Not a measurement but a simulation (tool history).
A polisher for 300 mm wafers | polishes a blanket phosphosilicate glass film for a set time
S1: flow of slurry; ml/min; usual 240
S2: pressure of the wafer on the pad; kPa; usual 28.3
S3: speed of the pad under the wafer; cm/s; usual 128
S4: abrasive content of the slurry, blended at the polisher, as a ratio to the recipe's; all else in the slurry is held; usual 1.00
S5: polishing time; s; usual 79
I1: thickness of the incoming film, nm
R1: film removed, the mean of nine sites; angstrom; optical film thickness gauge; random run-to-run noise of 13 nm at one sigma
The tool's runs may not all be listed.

| run | hour | S1 | S2 | S3 | S4 | S5 | I1 | R1 |
|---|---|---|---|---|---|---|---|---|
| 1 | 0.0 | 240 | 28.3 | 128 | 1.00 | 79 | 3943.0 | 7295 |
| 2 | 8.4 | 210 | 28.3 | 128 | 1.00 | 79 | 3971.7 | 6954 |
| 3 | 20.2 | 210 | 28.3 | 128 | 1.00 | 79 | 3886.8 | 6963 |
| 4 | 27.9 | 240 | 28.3 | 128 | 1.00 | 79 | 3921.0 | 7251 |
|  | 38.7 | worn pad replaced by a new one |
| 5 | 42.3 | 240 | 28.3 | 128 | 1.00 | 79 | 4008.2 | 7025 |
|  | 51.7 | slurry blender recalibrated |
|  | 54.1 | head pressure recalibrated |
| 6 | 55.1 | 240 | 28.3 | 128 | 1.00 | 79 | 3913.4 | 8527 |
| 7 | 63.7 | 240 | 28.3 | 128 | 1.00 | 79 | 3992.7 | 8206 |
| 8 | 73.1 | 240 | 31.7 | 128 | 1.00 | 79 | 3959.4 | 8920 |
| 9 | 80.4 | 240 | 31.7 | 128 | 1.00 | 79 | 4007.0 | 8599 |
| 10 | 92.2 | 240 | 28.3 | 128 | 1.00 | 98 | 4036.5 | 9697 |
|  | 124.8 | slurry nozzle cleaned |
|  | 125.6 | worn pad replaced by a new one |
| 11 | 127.0 | 240 | 28.3 | 128 | 1.00 | 79 | 3862.4 | 8096 |
|  | 132.2 | conditioning disc replaced and pad reconditioned |
| 12 | 137.3 | 300 | 35.9 | 128 | 1.10 | 66 | 3936.3 | 8898 |
| 13 | 145.1 | 165 | 28.3 | 128 | 1.25 | 67 | 3982.6 | 7576 |
| 14 | 159.1 | 240 | 23.4 | 128 | 0.70 | 69 | 3918.3 | 3847 |
| 15 | 170.2 | 165 | 28.3 | 128 | 0.90 | 79 | 3934.6 | 6712 |
| 16 | 188.2 | 240 | 28.3 | 128 | 0.90 | 63 | 3940.2 | 5633 |
| 17 | 196.0 | 240 | 20.7 | 128 | 1.00 | 79 | 3943.3 | 6147 |
| 18 | 208.1 | 240 | 28.3 | 128 | 1.00 | 79 | 4015.7 | 7717 |
| 19 | 215.1 | 240 | 28.3 | 128 | 1.00 | 79 | 3959.6 | 7753 |
|  | 221.6 | worn pad replaced by a new one |
| 20 | 223.7 | 240 | 28.3 | 128 | 1.00 | 79 | 4002.5 | 7486 |
| 21 | 240.7 | 265 | 22.8 | 104 | 1.15 | 79 | 3936.8 | 6278 |
| 22 | 254.4 | 320 | 28.3 | 128 | 1.00 | 79 | 3960.3 | 7727 |
|  | 262.6 | slurry blender recalibrated |
| 23 | 265.2 | 240 | 28.3 | 128 | 1.00 | 79 | 3994.0 | 9276 |
| 24 | 273.0 | 240 | 28.3 | 128 | 1.00 | 79 | 3943.4 | 8907 |
| 25 | 284.3 | 305 | 28.3 | 168 | 1.00 | 79 | 3910.2 | 11267 |

Predict each of these 5 candidate next runs independently; none follows another, all start after run 25:
| A | 284.7 | 240 | 28.3 | 128 | 0.80 | 79 | 3892.4 | ? |
| B | 284.7 | 305 | 28.3 | 128 | 1.00 | 79 | 3892.4 | ? |
| C | 284.7 | 315 | 24.8 | 110 | 1.00 | 96 | 3892.4 | ? |
| D | 284.7 | 240 | 28.3 | 144 | 1.00 | 79 | 3892.4 | ? |
| E | 284.7 | 185 | 31.0 | 128 | 1.00 | 101 | 3892.4 | ? |

| run | R1 |
|---|---|
| A | 6921 |
| B | 8871 |
| C | 8694 |
| D | 9489 |
| E | 11403 |
Stripped of hidden state, with their random variation kept, the same runs would have yielded:
| run | R1 |
|---|---|
| A | 7403 |
| B | 9371 |
| C | 9183 |
| D | 10039 |
| E | 12090 |
